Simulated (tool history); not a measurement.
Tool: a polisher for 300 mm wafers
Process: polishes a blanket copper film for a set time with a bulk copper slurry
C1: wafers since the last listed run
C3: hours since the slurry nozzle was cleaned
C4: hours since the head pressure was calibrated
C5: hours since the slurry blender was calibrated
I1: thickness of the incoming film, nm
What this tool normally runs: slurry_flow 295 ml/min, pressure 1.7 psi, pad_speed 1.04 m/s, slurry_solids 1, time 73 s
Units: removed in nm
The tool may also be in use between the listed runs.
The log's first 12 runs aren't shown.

{"run": 13, "day": 13.75, "slurry_flow": 295, "pressure": 1.7, "pad_speed": 1.04, "slurry_solids": 1, "time": 73, "C1": 119, "wafers polished on this pad": 391, "C3": 145.1, "C4": 42.4, "C5": 249, "I1": 3754.3, "removed": 445.3}
{"run": 14, "day": 14.412, "slurry_flow": 295, "pressure": 1.1, "pad_speed": 1.04, "slurry_solids": 1, "time": 73, "C1": 100, "wafers polished on this pad": 492, "C3": 161, "C4": 58.3, "C5": 264.9, "I1": 3866.8, "removed": 298.3}
{"day": 14.521, "done": "slurry blender recalibrated"}
{"run": 15, "day": 15.079, "slurry_flow": 295, "pressure": 1.7, "pad_speed": 0.94, "slurry_solids": 0.9, "time": 48, "C1": 88, "wafers polished on this pad": 580, "C3": 177, "C4": 74.3, "C5": 13.4, "I1": 3869.3, "removed": 278.4}
{"run": 16, "day": 16.225, "slurry_flow": 295, "pressure": 1.7, "pad_speed": 1.04, "slurry_solids": 1, "time": 73, "C1": 173, "wafers polished on this pad": 753, "C3": 204.5, "C4": 101.8, "C5": 40.9, "I1": 3899.2, "removed": 451.6}
{"run": 17, "day": 17.15, "slurry_flow": 380, "pressure": 2, "pad_speed": 1.04, "slurry_solids": 1, "time": 87, "C1": 140, "wafers polished on this pad": 893, "C3": 226.7, "C4": 124, "C5": 63.1, "I1": 3835.6, "removed": 655.3}
{"run": 18, "day": 18.3, "slurry_flow": 220, "pressure": 1.7, "pad_speed": 1.32, "slurry_solids": 1.25, "time": 54, "C1": 174, "wafers polished on this pad": 1068, "C3": 254.3, "C4": 151.6, "C5": 90.7, "I1": 3816.6, "removed": 394.3}
{"run": 19, "day": 19.412, "slurry_flow": 380, "pressure": 1.7, "pad_speed": 0.94, "slurry_solids": 1, "time": 73, "C1": 168, "wafers polished on this pad": 1236, "C3": 281, "C4": 178.3, "C5": 117.4, "I1": 3841, "removed": 433.4}
{"run": 20, "day": 20.512, "slurry_flow": 295, "pressure": 1.7, "pad_speed": 1.04, "slurry_solids": 1, "time": 73, "C1": 166, "wafers polished on this pad": 1403, "C3": 307.4, "C4": 204.7, "C5": 143.8, "I1": 3826.3, "removed": 451.7}
{"day": 21.3, "done": "slurry nozzle cleaned"}
{"run": 21, "day": 22.283, "slurry_flow": 295, "pressure": 1.7, "pad_speed": 1.04, "slurry_solids": 1, "time": 73, "C1": 261, "wafers polished on this pad": 1664, "C3": 23.6, "C4": 247.2, "C5": 186.3, "I1": 3810.3, "removed": 444.8}
{"day": 23.017, "done": "worn pad replaced by a new one"}
{"run": 22, "day": 23.038, "slurry_flow": 295, "pressure": 1.3, "pad_speed": 1.04, "slurry_solids": 1, "time": 88, "C1": 88, "wafers polished on this pad": 3, "C3": 41.7, "C4": 265.3, "C5": 204.4, "I1": 3820.7, "removed": 407.7}
{"run": 23, "day": 23.575, "slurry_flow": 355, "pressure": 1.7, "pad_speed": 1.36, "slurry_solids": 1, "time": 96, "C1": 81, "wafers polished on this pad": 84, "C3": 54.6, "C4": 278.2, "C5": 217.3, "I1": 3827, "removed": 705.6}
{"run": 24, "day": 24.304, "slurry_flow": 295, "pressure": 1.7, "pad_speed": 1.04, "slurry_solids": 1, "time": 91, "C1": 110, "wafers polished on this pad": 195, "C3": 72.1, "C4": 295.7, "C5": 234.8, "I1": 3813, "removed": 551.3}
{"run": 25, "day": 25.612, "slurry_flow": 295, "pressure": 2, "pad_speed": 1.04, "slurry_solids": 1, "time": 47, "C1": 198, "wafers polished on this pad": 393, "C3": 103.5, "C4": 327.1, "C5": 266.2, "I1": 3877.7, "removed": 326.8}
{"run": 26, "day": 27.054, "slurry_flow": 295, "pressure": 1.3, "pad_speed": 1.22, "slurry_solids": 1, "time": 73, "C1": 218, "wafers polished on this pad": 611, "C3": 138.1, "C4": 361.7, "C5": 300.8, "I1": 3873.2, "removed": 371.1}
{"day": 28.304, "done": "slurry blender recalibrated"}
{"run": 27, "day": 30.667, "slurry_flow": 295, "pressure": 1.7, "pad_speed": 1.04, "slurry_solids": 1, "time": 73, "C1": 534, "wafers polished on this pad": 1146, "C3": 224.8, "C4": 448.4, "C5": 56.7, "I1": 3891.1, "removed": 427.6}
{"day": 31.862, "done": "head pressure recalibrated"}
{"run": 28, "day": 32.083, "slurry_flow": 270, "pressure": 2, "pad_speed": 1.04, "slurry_solids": 1, "time": 73, "C1": 201, "wafers polished on this pad": 1348, "C3": 258.8, "C4": 5.3, "C5": 90.7, "I1": 3898.4, "removed": 535.4}
{"run": 29, "day": 33.125, "slurry_flow": 295, "pressure": 1.7, "pad_speed": 1.04, "slurry_solids": 1, "time": 47, "C1": 157, "wafers polished on this pad": 1505, "C3": 283.8, "C4": 30.3, "C5": 115.7, "I1": 3890.6, "removed": 296}
{"day": 33.725, "done": "worn pad replaced by a new one"}
{"run": 30, "day": 34.471, "slurry_flow": 295, "pressure": 1.7, "pad_speed": 1.04, "slurry_solids": 1, "time": 73, "C1": 178, "wafers polished on this pad": 113, "C3": 316.1, "C4": 62.6, "C5": 148, "I1": 3757.1, "removed": 448.6}
{"day": 35.004, "done": "slurry nozzle cleaned"}
{"run": 31, "day": 35.208, "slurry_flow": 295, "pressure": 2.1, "pad_speed": 1.04, "slurry_solids": 1, "time": 73, "C1": 105, "wafers polished on this pad": 218, "C3": 4.9, "C4": 80.3, "C5": 165.7, "I1": 3865, "removed": 575.2}

Alternative continuations, all from the tool just after run 31; predict every row:
{"run": "A", "day": 35.225, "slurry_flow": 295, "pressure": 1.7, "pad_speed": 1.04, "slurry_solids": 1, "time": 73, "C1": 2, "wafers polished on this pad": 220, "C3": 5.3, "C4": 80.7, "C5": 166.1, "I1": 3859.9, "removed": "?"}
{"run": "B", "day": 35.225, "slurry_flow": 295, "pressure": 1.7, "pad_speed": 1.04, "slurry_solids": 1, "time": 53, "C1": 2, "wafers polished on this pad": 220, "C3": 5.3, "C4": 80.7, "C5": 166.1, "I1": 3859.9, "removed": "?"}
{"run": "C", "day": 35.225, "slurry_flow": 295, "pressure": 1.7, "pad_speed": 1.16, "slurry_solids": 0.9, "time": 73, "C1": 2, "wafers polished on this pad": 220, "C3": 5.3, "C4": 80.7, "C5": 166.1, "I1": 3859.9, "removed": "?"}

run=A removed=451.2
run=B removed=327.6
run=C removed=473
Had the tool no hidden state, the same runs would have come out as:
run=A removed=449.8
run=B removed=326.6
run=C removed=471.5
